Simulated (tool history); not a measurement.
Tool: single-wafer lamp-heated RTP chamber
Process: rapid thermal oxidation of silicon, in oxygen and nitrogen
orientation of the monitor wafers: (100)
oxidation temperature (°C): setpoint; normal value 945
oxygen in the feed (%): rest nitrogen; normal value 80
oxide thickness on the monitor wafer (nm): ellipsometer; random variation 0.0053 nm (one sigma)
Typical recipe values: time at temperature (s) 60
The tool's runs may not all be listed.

run    hour  oxidation temperature (°C)  time at temperature (s)  oxygen in the feed (%)  read-back reference wafer on the same gauge, thickness  oxide thickness on the monitor wafer (nm)
  1       0                         945                       60                      80                                                   2.941                                      3.585
  2    35.6                         945                       60                      80                                                    2.94                                      3.583
  3    60.1                         945                       60                      80                                                    2.94                                      3.577
  4    99.2                         964                       60                      80                                                   2.939                                      4.086
      130.9  -- gauge calibrated
  5     163                         964                       60                      80                                                    2.94                                      4.093
  6   226.3                         936                       60                      80                                                    2.94                                      3.384
  7   428.9                         936                       60                      80                                                   2.939                                      3.395
  8   477.2                         936                       60                      80                                                   2.939                                      3.392
  9     528                         952                       60                      80                                                   2.941                                      3.787
 10   596.3                         952                       60                      80                                                   2.941                                      3.785
 11   801.8                         952                       60                      80                                                    2.94                                      3.789
 12   845.9                         945                       60                      80                                                   2.941                                      3.627
 13   898.1                         945                       60                      80                                                    2.94                                      3.627
 14   957.3                         945                       60                      80                                                    2.94                                      3.628
 15  1016.9                         945                       60                      80                                                   2.941                                      3.636
 16  1105.6                         945                       60                      80                                                    2.94                                      3.639
     1121.6  -- pyrometer window cleaned and pyrometer calibrated
 17  1167.6                         945                       72                      98                                                    2.94                                      4.048
 18  1210.4                         931                       60                      80                                                    2.94                                      3.245
 19  1246.5                         967                       82                      92                                                    2.94                                       4.94
     1261.4  -- gauge calibrated
 20  1316.8                         956                       47                      98                                                    2.94                                      3.697
 21    1344                         923                       41                      98                                                   2.941                                      2.877
 22  1376.3                         927                       41                      80                                                   2.941                                      2.816
 23    1428                         934                       46                      80                                                    2.94                                      3.032
 24  1471.4                         920                       60                      98                                                    2.94                                      3.206
     1482.3  -- oxygen flow controller replaced
 25  1533.8                         934                       46                      80                                                   2.939                                      3.028
 26  1562.5                         945                       60                      80                                                   2.941                                      3.559
 27  1633.4                         945                       60                      80                                                    2.94                                      3.556
 28  1703.3                         952                       60                      80                                                    2.94                                      3.734
 29  1743.4                         966                       75                      57                                                    2.94                                      4.051
 30  1796.4                         945                       60                      80                                                   2.941                                      3.555
 31  1864.3                         930                       60                      66                                                   2.939                                      3.093

For some of the steps in oxide thickness on the monitor wafer (nm) from one run to the next: how much would appear even if the tool had no hidden state, given the settings, what came in and random variation, and how much remains for the hidden state plus any gauge scatter that the measured result and the result without hidden state don't share?
Hidden conditions of the tool in this case: true wafer temperature minus pyrometer reading, K; deviation of the oxygen flow from its setpoint, %; gauge reads high (%).
Run 8 -> 9: oxidation temperature (°C) 936 -> 952. oxide thickness on the monitor wafer (nm) +0.395: hidden state +0.012, all else +0.383.
Run 10 -> 11: no setting touched and nothing written in the log between the runs. oxide thickness on the monitor wafer (nm) +0.004: hidden state +0.014, all else -0.01.
Run 16 -> 17: time at temperature (s) 60 -> 72, oxygen in the feed (%) 80 -> 98, pyrometer window cleaned and pyrometer calibrated. oxide thickness on the monitor wafer (nm) +0.409: hidden state -0.094, all else +0.503.
Run 18 -> 19: oxidation temperature (°C) 931 -> 967, time at temperature (s) 60 -> 82, oxygen in the feed (%) 80 -> 92. oxide thickness on the monitor wafer (nm) +1.695: hidden state +0.002, all else +1.693.
Run 19 -> 20: oxidation temperature (°C) 967 -> 956, time at temperature (s) 82 -> 47, oxygen in the feed (%) 92 -> 98, gauge calibrated. oxide thickness on the monitor wafer (nm) -1.243: hidden state -0.001, all else -1.242.
Run 20 -> 21: oxidation temperature (°C) 956 -> 923, time at temperature (s) 47 -> 41. oxide thickness on the monitor wafer (nm) -0.82: hidden state -0.001, all else -0.819.
